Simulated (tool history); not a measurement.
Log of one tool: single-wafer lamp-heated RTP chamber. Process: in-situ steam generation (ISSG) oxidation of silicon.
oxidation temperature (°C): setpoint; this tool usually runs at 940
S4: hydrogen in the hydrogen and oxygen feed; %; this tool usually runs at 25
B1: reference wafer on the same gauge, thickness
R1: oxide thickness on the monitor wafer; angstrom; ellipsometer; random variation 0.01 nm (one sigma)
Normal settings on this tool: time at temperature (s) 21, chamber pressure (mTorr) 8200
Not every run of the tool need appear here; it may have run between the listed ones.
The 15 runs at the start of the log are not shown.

{"run": 16, "hour": 221.8, "oxidation temperature (°C)": 950, "time at temperature (s)": 21, "chamber pressure (mTorr)": 8200, "S4": 32, "B1": 5.589, "R1": 52.73}
{"run": 17, "hour": 236.6, "oxidation temperature (°C)": 940, "time at temperature (s)": 21, "chamber pressure (mTorr)": 8900, "S4": 32, "B1": 5.592, "R1": 50.79}
{"hour": 246.1, "done": "gauge calibrated"}
{"run": 18, "hour": 253.8, "oxidation temperature (°C)": 940, "time at temperature (s)": 13, "chamber pressure (mTorr)": 8200, "S4": 31, "B1": 5.596, "R1": 42.19}
{"run": 19, "hour": 266.3, "oxidation temperature (°C)": 940, "time at temperature (s)": 21, "chamber pressure (mTorr)": 8200, "S4": 31, "B1": 5.588, "R1": 50.77}
{"hour": 275.8, "done": "pyrometer window cleaned and pyrometer calibrated"}
{"run": 20, "hour": 276.3, "oxidation temperature (°C)": 960, "time at temperature (s)": 21, "chamber pressure (mTorr)": 7800, "S4": 25, "B1": 5.582, "R1": 49.95}
{"hour": 288.5, "done": "hydrogen flow controller replaced"}
{"run": 21, "hour": 289.4, "oxidation temperature (°C)": 940, "time at temperature (s)": 21, "chamber pressure (mTorr)": 8700, "S4": 25, "B1": 5.592, "R1": 46.73}
{"run": 22, "hour": 297.3, "oxidation temperature (°C)": 955, "time at temperature (s)": 25, "chamber pressure (mTorr)": 7500, "S4": 29, "B1": 5.587, "R1": 55.07}
{"run": 23, "hour": 308.1, "oxidation temperature (°C)": 940, "time at temperature (s)": 15, "chamber pressure (mTorr)": 9500, "S4": 32, "B1": 5.586, "R1": 43.21}
{"run": 24, "hour": 323.5, "oxidation temperature (°C)": 940, "time at temperature (s)": 21, "chamber pressure (mTorr)": 8200, "S4": 25, "B1": 5.592, "R1": 47.2}
{"run": 25, "hour": 339.6, "oxidation temperature (°C)": 945, "time at temperature (s)": 21, "chamber pressure (mTorr)": 8200, "S4": 25, "B1": 5.594, "R1": 48.17}
{"run": 26, "hour": 351.6, "oxidation temperature (°C)": 940, "time at temperature (s)": 21, "chamber pressure (mTorr)": 8200, "S4": 25, "B1": 5.591, "R1": 47.43}
{"run": 27, "hour": 366.3, "oxidation temperature (°C)": 940, "time at temperature (s)": 21, "chamber pressure (mTorr)": 8200, "S4": 19, "B1": 5.596, "R1": 44.59}
{"run": 28, "hour": 376.2, "oxidation temperature (°C)": 940, "time at temperature (s)": 21, "chamber pressure (mTorr)": 9200, "S4": 20, "B1": 5.592, "R1": 44.86}
{"run": 29, "hour": 386.5, "oxidation temperature (°C)": 940, "time at temperature (s)": 21, "chamber pressure (mTorr)": 8900, "S4": 32, "B1": 5.59, "R1": 50.34}
{"run": 30, "hour": 401.6, "oxidation temperature (°C)": 929, "time at temperature (s)": 16, "chamber pressure (mTorr)": 9100, "S4": 19, "B1": 5.59, "R1": 38.78}

Predict each of these 5 candidate next runs independently; none follows another, all start after run 30:
{"run": "A", "hour": 402.0, "oxidation temperature (°C)": 940, "time at temperature (s)": 21, "chamber pressure (mTorr)": 8200, "S4": 25, "B1": "?", "R1": "?"}
{"run": "B", "hour": 402.0, "oxidation temperature (°C)": 952, "time at temperature (s)": 21, "chamber pressure (mTorr)": 8200, "S4": 25, "B1": "?", "R1": "?"}
{"run": "C", "hour": 402.0, "oxidation temperature (°C)": 940, "time at temperature (s)": 21, "chamber pressure (mTorr)": 8200, "S4": 16, "B1": "?", "R1": "?"}
{"run": "D", "hour": 402.0, "oxidation temperature (°C)": 940, "time at temperature (s)": 21, "chamber pressure (mTorr)": 9400, "S4": 25, "B1": "?", "R1": "?"}
{"run": "E", "hour": 402.0, "oxidation temperature (°C)": 949, "time at temperature (s)": 24, "chamber pressure (mTorr)": 8200, "S4": 22, "B1": "?", "R1": "?"}

run=A B1=5.588 R1=47.73
run=B B1=5.588 R1=49.56
run=C B1=5.588 R1=43.15
run=D B1=5.588 R1=47.06
run=E B1=5.588 R1=50.39
Without the tool's hidden state the same runs would have given:
run=A R1=46.66
run=B R1=48.36
run=C R1=42.19
run=D R1=45.99
run=E R1=49.14

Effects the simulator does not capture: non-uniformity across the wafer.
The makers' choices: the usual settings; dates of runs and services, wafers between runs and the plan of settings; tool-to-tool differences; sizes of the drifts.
